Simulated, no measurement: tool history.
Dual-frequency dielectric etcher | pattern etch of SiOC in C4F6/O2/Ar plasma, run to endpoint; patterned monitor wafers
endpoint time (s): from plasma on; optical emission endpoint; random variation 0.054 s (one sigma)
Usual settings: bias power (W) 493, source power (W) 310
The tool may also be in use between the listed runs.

run    hour  bias power (W)  source power (W)  wafers since the last listed run  hours since the last wet clean  hours since the last bias power generator calibration  hours since the last source power generator calibration  hours since the last upper electrode change  incoming incoming film thickness, nm  endpoint time (s)
  1     0.0             440               310                                 0                            28.3                                                 1808.8                                                   3089.8                                       3599.8                                  50.2               18.6
  2    38.4             440               310                               825                            66.7                                                 1847.2                                                   3128.2                                       3638.2                                  50.1               18.6
  3   100.4             440               310                              1332                           128.7                                                 1909.2                                                   3190.2                                       3700.2                                  50.3               18.7
  4   156.8             569               310                              1211                           185.1                                                 1965.6                                                   3246.6                                       3756.6                                  49.8               16.9
  5   211.9             569               310                              1183                           240.2                                                 2020.7                                                   3301.7                                       3811.7                                  50.3               17.1
  6   264.1             493               310                              1121                           292.4                                                 2072.9                                                   3353.9                                       3863.9                                  50.0               17.9
  7   326.1             493               310                              1332                           354.4                                                 2134.9                                                   3415.9                                       3925.9                                  50.7               18.2
  8   493.4             493               310                              3594                           521.7                                                 2302.2                                                   3583.2                                       4093.2                                  49.9               18.0
      539.7  -- wet clean of the chamber
  9   540.2             493               310                               489                             0.5                                                 2349.0                                                   3630.0                                       4140.0                                  49.6               17.5
 10   597.8             493               310                              1237                            58.1                                                 2406.6                                                   3687.6                                       4197.6                                  49.8               17.6
 11   656.1             428               330                              1252                           116.4                                                 2464.9                                                   3745.9                                       4255.9                                  50.2               18.0
 12   704.0             493               310                              1029                           164.3                                                 2512.8                                                   3793.8                                       4303.8                                  50.7               18.0
 13   769.7             438               310                              1411                           230.0                                                 2578.5                                                   3859.5                                       4369.5                                  49.5               18.5
 14   841.3             493               310                              1538                           301.6                                                 2650.1                                                   3931.1                                       4441.1                                  50.2               17.9
      885.4  -- bias power generator calibrated
      892.6  -- upper electrode replaced
 15   909.9             493               310                              1233                           370.2                                                   24.5                                                   3999.7                                         17.3                                  49.7               17.8
      976.8  -- source power generator calibrated
 16   977.3             373               260                              1362                           437.6                                                   91.9                                                      0.5                                         84.7                                  50.4               23.1
     1044.1  -- wet clean of the chamber
 17  1044.5             454               290                               928                             0.4                                                  159.1                                                     67.7                                        151.9                                  50.3               19.5
 18  1107.5             493               310                              1353                            63.4                                                  222.1                                                    130.7                                        214.9                                  49.7               18.1
 19  1138.2             395               360                               659                            94.1                                                  252.8                                                    161.4                                        245.6                                  50.6               18.3
 20  1170.2             462               250                               687                           126.1                                                  284.8                                                    193.4                                        277.6                                  50.4               21.6
 21  1216.6             569               310                               996                           172.5                                                  331.2                                                    239.8                                        324.0                                  49.6               17.1
 22  1260.4             525               390                               941                           216.3                                                  375.0                                                    283.6                                        367.8                                  50.2               15.8
 23  1285.5             428               280                               539                           241.4                                                  400.1                                                    308.7                                        392.9                                  49.8               20.4
 24  1319.6             444               360                               732                           275.5                                                  434.2                                                    342.8                                        427.0                                  49.8               17.4
 25  1366.5             394               330                              1007                           322.4                                                  481.1                                                    389.7                                        473.9                                  50.3               19.3

Forecast each of these 5 alternatives for the next run:
  A  1366.9             493               310                                 8                           322.8                                                  481.5                                                    390.1                                        474.3                                  49.9                  ?
  B  1366.9             462               370                                 8                           322.8                                                  481.5                                                    390.1                                        474.3                                  49.9                  ?
  C  1366.9             442               250                                 8                           322.8                                                  481.5                                                    390.1                                        474.3                                  49.9                  ?
  D  1366.9             409               350                                 8                           322.8                                                  481.5                                                    390.1                                        474.3                                  49.9                  ?
  E  1366.9             567               370                                 8                           322.8                                                  481.5                                                    390.1                                        474.3                                  49.9                  ?

run  endpoint time (s)
  A               18.3
  B               17.0
  C               21.9
  D               18.3
  E               15.7
Without the tool's hidden state the same runs would have given:
run  endpoint time (s)
  A               18.1
  B               16.8
  C               21.6
  D               18.0
  E               15.5
